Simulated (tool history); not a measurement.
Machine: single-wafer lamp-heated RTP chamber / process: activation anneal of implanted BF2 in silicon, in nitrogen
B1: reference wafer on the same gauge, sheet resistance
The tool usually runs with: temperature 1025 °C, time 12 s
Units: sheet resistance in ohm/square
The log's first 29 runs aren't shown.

At hour 1574.1: pyrometer window cleaned and pyrometer calibrated.
Run 30, hour 1580.9: usual settings but temperature 1009 °C; B1 238.12. Result: sheet resistance 228.68 ohm/square.
Run 31, hour 1612.0: usual settings but temperature 1017 °C, time 19 s; B1 237.76. Result: sheet resistance 222.31 ohm/square.
Run 32, hour 1640.2: usual settings but time 15 s; B1 238.06. Result: sheet resistance 220.88 ohm/square.
Run 33, hour 1676.6: usual settings but temperature 1049 °C, time 9 s; B1 237.83. Result: sheet resistance 219.38 ohm/square.
Run 34, hour 1730.5: usual settings; B1 238.10. Result: sheet resistance 221.73 ohm/square.
Run 35, hour 1766.4: usual settings but temperature 1036 °C; B1 237.96. Result: sheet resistance 220.43 ohm/square.
At hour 1781.4: reflector plate cleaned.
Run 36, hour 1801.1: usual settings but time 16 s; B1 237.97. Result: sheet resistance 219.29 ohm/square.
Run 37, hour 1863.9: usual settings; B1 238.27. Result: sheet resistance 220.32 ohm/square.

Predict each of these 3 candidate next runs independently; none follows another, all start after run 37:
Run A, hour 1864.3: usual settings; B1 ?. Result: sheet resistance ?.
Run B, hour 1864.3: usual settings but temperature 1011 °C, time 18 s; B1 ?. Result: sheet resistance ?.
Run C, hour 1864.3: usual settings but temperature 1012 °C, time 9 s; B1 ?. Result: sheet resistance ?.

run      B1  sheet resistance
  A  238.15            221.54
  B  238.15            222.73
  C  238.15            227.70
With no hidden state in the tool, these same runs would have given:
run  sheet resistance
  A            223.99
  B            225.46
  C            230.61

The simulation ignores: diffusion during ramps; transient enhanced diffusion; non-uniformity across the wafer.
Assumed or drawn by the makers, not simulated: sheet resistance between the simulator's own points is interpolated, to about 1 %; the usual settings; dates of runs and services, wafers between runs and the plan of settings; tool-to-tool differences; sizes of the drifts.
